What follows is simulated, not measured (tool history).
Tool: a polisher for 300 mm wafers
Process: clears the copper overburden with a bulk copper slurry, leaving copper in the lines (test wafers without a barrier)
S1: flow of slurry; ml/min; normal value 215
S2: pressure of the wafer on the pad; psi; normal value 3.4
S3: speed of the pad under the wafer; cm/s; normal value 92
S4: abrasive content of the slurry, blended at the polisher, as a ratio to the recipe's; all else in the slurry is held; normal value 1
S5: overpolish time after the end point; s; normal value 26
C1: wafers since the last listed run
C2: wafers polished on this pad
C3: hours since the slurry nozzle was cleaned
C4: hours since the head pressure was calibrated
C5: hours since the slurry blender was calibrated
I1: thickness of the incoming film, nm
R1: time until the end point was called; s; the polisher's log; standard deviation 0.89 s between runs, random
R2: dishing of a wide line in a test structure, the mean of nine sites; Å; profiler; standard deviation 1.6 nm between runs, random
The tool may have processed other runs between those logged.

run	hour	S1	S2	S3	S4	S5	C1	C2	C3	C4	C5	I1	R1	R2
1	0	215	3.4	92	1	26	0	1304	340.4	224.4	241.8	831.3	87.7	1075
# hour 5.1: slurry blender recalibrated
2	35	215	3.4	92	1	26	340	1645	375.4	259.4	29.9	830.9	89.1	1092
3	83	215	3.4	92	1	26	495	2140	423.4	307.4	77.9	834.2	91.2	1101
# hour 89.9: head pressure recalibrated
# hour 129.7: worn pad replaced by a new one
4	143.7	215	3.4	92	1	26	564	144	484.1	53.8	138.6	821.9	84.8	1065
# hour 185.5: slurry nozzle cleaned
5	206.1	215	3.4	92	1	26	634	778	20.6	116.2	201	815.3	84.8	1108
6	239	215	3.1	92	1	26	339	1118	53.5	149.1	233.9	830	95.5	1036
# hour 245: slurry blender recalibrated
7	307.2	215	3.4	92	1.15	26	683	1801	121.7	217.3	62.2	820.4	85.1	1112
8	354.8	215	3.4	92	1.15	26	491	2293	169.3	264.9	109.8	835.4	87.5	1113
# hour 401.1: worn pad replaced by a new one
9	420	215	3.4	92	1.15	26	631	194	234.5	330.1	175	821.1	93.6	1043
# hour 435: head pressure recalibrated
10	482	215	3.4	92	1	26	619	814	296.5	47	237	825.1	97.4	1031
# hour 488: slurry blender recalibrated
11	520.4	215	3.4	92	1	26	375	1190	334.9	85.4	32.4	814.1	98.7	1018
# hour 588.9: worn pad replaced by a new one, repeated, since the last time left the tool worse
12	710.7	180	3.8	92	1	26	1923	1257	525.2	275.7	222.7	834.7	83.1	1139
13	735.5	215	3.4	92	1	26	256	1514	550	300.5	247.5	814	87.6	1074
14	760.5	240	3	70	1.1	26	258	1772	575	325.5	272.5	815.1	119.4	900
# hour 767.6: head pressure recalibrated
# hour 779.9: slurry blender recalibrated
# hour 806.2: slurry nozzle cleaned
# hour 809.1: worn pad replaced by a new one
15	884	185	3.4	72	0.8	11	1193	773	77.8	116.4	104.1	827.7	111.1	518
16	941.1	240	2.6	106	1.15	26	589	1363	134.9	173.5	161.2	812.6	95.2	1012
17	1010.7	215	3.4	92	0.75	26	718	2081	204.5	243.1	230.8	818.1	93.2	1060
# hour 1040.2: slurry blender recalibrated
18	1041.4	185	2.3	80	1.25	26	296	2378	235.2	273.8	1.2	815.6	143.3	790
# hour 1048.4: worn pad replaced by a new one
19	1075.5	215	3.4	92	1	26	310	279	269.3	307.9	35.3	832.8	85.9	1091
# hour 1099: head pressure recalibrated
20	1138.9	270	4.3	64	1	42	634	913	332.7	39.9	98.7	821.2	86.6	1342
21	1183.6	215	3.4	92	1	26	461	1375	377.4	84.6	143.4	836.9	91	1121
22	1234.2	275	3.4	64	1	26	522	1897	428	135.2	194	826.4	114.1	935
# hour 1275.1: slurry blender recalibrated
23	1291	185	4.2	92	1	26	565	2463	484.8	192	15.9	820.3	74.7	1226

Exercise: give the hidden state of the tool at every run:
slurry flow missing at the pad, %: 0 across all the runs
deviation of the head's pressure from its setpoint, %: 0 across all the runs
abrasive missing from the slurry, %: 0 across all the runs
H1: removal rate lost through wear of the pad, %
run	H1
1	3.65
2	4.44
3	5.53
4	0.898
5	2.32
6	3.07
7	4.62
8	5.7
9	11.8
10	13.3
11	14.1
12	3.06
13	3.62
14	4.19
15	1.8
16	3.1
17	4.68
18	5.38
19	1.14
20	2.58
21	3.6
22	4.75
23	6.04
